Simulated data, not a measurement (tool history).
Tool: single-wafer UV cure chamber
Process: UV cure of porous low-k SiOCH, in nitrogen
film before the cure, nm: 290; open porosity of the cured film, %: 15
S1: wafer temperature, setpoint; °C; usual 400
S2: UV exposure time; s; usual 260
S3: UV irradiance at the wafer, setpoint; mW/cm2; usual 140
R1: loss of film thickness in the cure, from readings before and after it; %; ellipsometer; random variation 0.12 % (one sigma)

| run | day | S1 | S2 | S3 | R1 |
|---|---|---|---|---|---|
| 1 | 0.000 | 400 | 260 | 140 | 12.599 |
| 2 | 1.471 | 400 | 260 | 140 | 12.776 |
| 3 | 2.683 | 400 | 260 | 120 | 12.197 |
| 4 | 6.004 | 400 | 260 | 120 | 11.710 |
| 5 | 6.554 | 400 | 260 | 120 | 11.715 |
| 6 | 7.208 | 400 | 140 | 140 | 9.608 |
| 7 | 8.675 | 400 | 140 | 140 | 9.359 |
|  | 9.971 | quartz window cleaned |
| 8 | 9.992 | 400 | 260 | 140 | 12.825 |
| 9 | 11.254 | 400 | 260 | 140 | 12.843 |
| 10 | 12.629 | 400 | 260 | 140 | 12.881 |
| 11 | 13.850 | 400 | 260 | 140 | 12.803 |
| 12 | 14.883 | 400 | 260 | 140 | 12.773 |
| 13 | 16.338 | 406 | 260 | 140 | 12.580 |
| 14 | 17.433 | 400 | 260 | 140 | 12.365 |
|  | 19.121 | quartz window cleaned |
| 15 | 19.142 | 400 | 260 | 140 | 13.009 |
| 16 | 20.262 | 400 | 260 | 140 | 12.982 |
| 17 | 21.562 | 400 | 260 | 140 | 13.073 |
| 18 | 22.133 | 400 | 260 | 140 | 12.808 |
| 19 | 23.471 | 400 | 260 | 140 | 12.656 |
| 20 | 24.488 | 400 | 260 | 140 | 12.665 |
| 21 | 25.858 | 400 | 260 | 140 | 12.457 |
| 22 | 26.454 | 400 | 260 | 140 | 12.635 |
| 23 | 27.358 | 400 | 260 | 140 | 12.281 |
|  | 28.279 | quartz window cleaned |
| 24 | 28.467 | 382 | 315 | 140 | 13.411 |
| 25 | 29.812 | 400 | 260 | 108 | 11.883 |
| 26 | 31.196 | 385 | 110 | 160 | 9.411 |
| 27 | 31.879 | 415 | 260 | 171 | 14.153 |
| 28 | 32.825 | 415 | 340 | 176 | 15.408 |
| 29 | 33.712 | 400 | 110 | 180 | 10.051 |
| 30 | 34.804 | 415 | 260 | 177 | 13.863 |
| 31 | 35.538 | 400 | 260 | 168 | 13.293 |
|  | 37.050 | quartz window cleaned |
| 32 | 37.071 | 400 | 405 | 110 | 13.542 |
| 33 | 38.196 | 400 | 260 | 140 | 12.908 |
| 34 | 39.650 | 400 | 170 | 140 | 10.782 |
|  | 40.433 | UV bulbs replaced |
| 35 | 40.717 | 394 | 215 | 140 | 11.607 |
| 36 | 43.392 | 400 | 260 | 154 | 12.746 |
| 37 | 44.058 | 409 | 115 | 175 | 9.964 |
| 38 | 45.350 | 406 | 260 | 140 | 12.339 |
| 39 | 46.512 | 400 | 370 | 140 | 13.681 |
|  | 48.192 | quartz window cleaned |
| 40 | 48.212 | 400 | 375 | 140 | 14.737 |
| 41 | 48.550 | 400 | 260 | 140 | 12.991 |
| 42 | 49.725 | 400 | 260 | 140 | 12.998 |
| 43 | 50.904 | 414 | 355 | 140 | 14.690 |

Some steps in R1 between neighbouring runs. How much of each would the tool show without its hidden state too (settings, what came in, random variation), and how much is left for the hidden state, with any gauge scatter that isn't in both results?
The hidden state here: lamp output below its setpoint, %; transmission lost against a clean window, %.
Run 7 -> 8: S2 140 -> 260, quartz window cleaned. R1 +3.466 %: hidden state +0.843, all else +2.623.
Run 23 -> 24: S1 400 -> 382, S2 260 -> 315, quartz window cleaned. R1 +1.130 %: hidden state +0.682, all else +0.448.
Run 26 -> 27: S1 385 -> 415, S2 110 -> 260, S3 160 -> 171. R1 +4.742 %: hidden state -0.049, all else +4.791.
Run 28 -> 29: S1 415 -> 400, S2 340 -> 110, S3 176 -> 180. R1 -5.357 %: hidden state -0.061, all else -5.296.
Run 29 -> 30: S1 400 -> 415, S2 110 -> 260, S3 180 -> 177. R1 +3.812 %: hidden state -0.145, all else +3.957.
Run 39 -> 40: S2 370 -> 375, quartz window cleaned. R1 +1.056 %: hidden state +1.019, all else +0.037.
